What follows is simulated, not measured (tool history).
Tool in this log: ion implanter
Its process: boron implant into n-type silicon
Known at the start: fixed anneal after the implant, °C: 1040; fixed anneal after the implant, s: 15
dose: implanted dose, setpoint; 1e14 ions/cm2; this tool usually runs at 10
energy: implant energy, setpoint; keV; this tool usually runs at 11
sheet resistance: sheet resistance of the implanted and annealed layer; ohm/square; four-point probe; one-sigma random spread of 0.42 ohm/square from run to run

run     day   dose  energy  wafers since the last listed run  hours since the last dose calibration  hours since the extraction supply was calibrated  hours since the gauge calibration  read-back reference wafer on the same gauge, sheet resistance  sheet resistance
  1       0  10.69      11                                 0                                   63.3                                            3835.4                              803.2                                                            157            124.25
  2   1.254     10      13                               267                                   93.4                                            3865.5                              833.3                                                            157            127.88
  3   3.017     10      13                               376                                  135.7                                            3907.8                              875.6                                                         156.93            127.85
  4   4.292     10      13                               272                                  166.3                                            3938.4                              906.2                                                         156.99            127.42
  5  10.458     10      11                              1317                                  314.3                                            4086.4                             1054.2                                                         156.94            131.02
  6  13.033     10      11                               550                                  376.1                                            4148.2                               1116                                                         157.04            130.25
  7  14.638     10      11                               342                                  414.6                                            4186.7                             1154.5                                                         157.03            130.86
  8  18.208     10      11                               762                                  500.3                                            4272.4                             1240.2                                                         157.04            130.25
  9    19.6     10      11                               297                                  533.7                                            4305.8                             1273.6                                                         156.96            131.38
 10  20.758     10      11                               247                                  561.5                                            4333.6                             1301.4                                                            157            130.25
 11  23.721  12.38     9.5                               632                                  632.6                                            4404.7                             1372.5                                                         157.02            115.82
 12  29.821     10      11                              1303                                    779                                            4551.1                             1518.9                                                            157            130.75
 13  31.825     10      11                               428                                  827.1                                            4599.2                               1567                                                         157.09            130.68
 14    33.9   9.09      11                               443                                  876.9                                              4649                             1616.8                                                         156.99            141.24
 15  35.379     10      12                               316                                  912.4                                            4684.5                             1652.3                                                         156.99             130.1
 16  37.388     10      12                               429                                  960.6                                            4732.7                             1700.5                                                         156.99            129.92
 17  38.921     10      11                               327                                  997.4                                            4769.5                             1737.3                                                            157            130.57
 18  41.721     10      11                               598                                 1064.6                                            4836.7                             1804.5                                                            157            130.74
     43.488  -- extraction supply calibrated
 19  43.508   8.55      13                               310                                 1107.5                                               0.5                             1847.4                                                         157.05            146.33
 20  44.712   7.71       9                               257                                 1136.4                                              29.4                             1876.3                                                         157.08            166.11
 21  47.208     10     9.5                               533                                 1196.3                                              89.3                             1936.2                                                            157            134.04
 22  49.075  12.12      12                               398                                 1241.1                                             134.1                               1981                                                         157.01            111.69
 23  51.858   9.09      11                               594                                 1307.9                                             200.9                             2047.8                                                         157.04            141.46
     53.104  -- gauge calibrated
     53.125  -- Faraday cup replaced and dose calibrated
 24  54.104   12.9     7.5                               408                                   23.5                                             254.8                                 24                                                         156.99            120.71
 25  56.546     10      12                               521                                   82.1                                             313.4                               82.6                                                         157.04            129.44
 26  65.429  12.81     8.5                              1898                                  295.3                                             526.6                              295.8                                                         157.02            117.58
 27  68.412     10     8.5                               637                                  366.9                                             598.2                              367.4                                                            157            135.82
 28  69.608  12.14       9                               255                                  395.6                                             626.9                              396.1                                                         157.03            118.91
 29  72.071   8.26    13.5                               526                                  454.7                                               686                              455.2                                                         157.02             149.3
 30  73.912     10      11                               393                                  498.9                                             730.2                              499.4                                                         156.94            131.31
 31  75.179    8.2      11                               270                                  529.3                                             760.6                              529.8                                                         156.92            153.86
 32  76.888     10     7.5                               365                                  570.3                                             801.6                              570.8                                                         156.89            140.37
 33  78.083   8.54      13                               255                                    599                                             830.3                              599.5                                                         157.08            146.29
 34  79.562  11.11      11                               316                                  634.5                                             865.8                                635                                                         157.07            120.64
 35  82.183  12.21    14.5                               559                                  697.4                                             928.7                              697.9                                                         156.96            106.86
 36  83.833     10      11                               352                                    737                                             968.3                              737.5                                                         157.01            130.91

What the log doesn't show, run by run:
deviation of the true dose from the Faraday cup's reading, %: 0, the same for each run
deviation of the true energy from its setpoint, %: 0, the same for each run
gauge reads high (%): 0, the same for each run
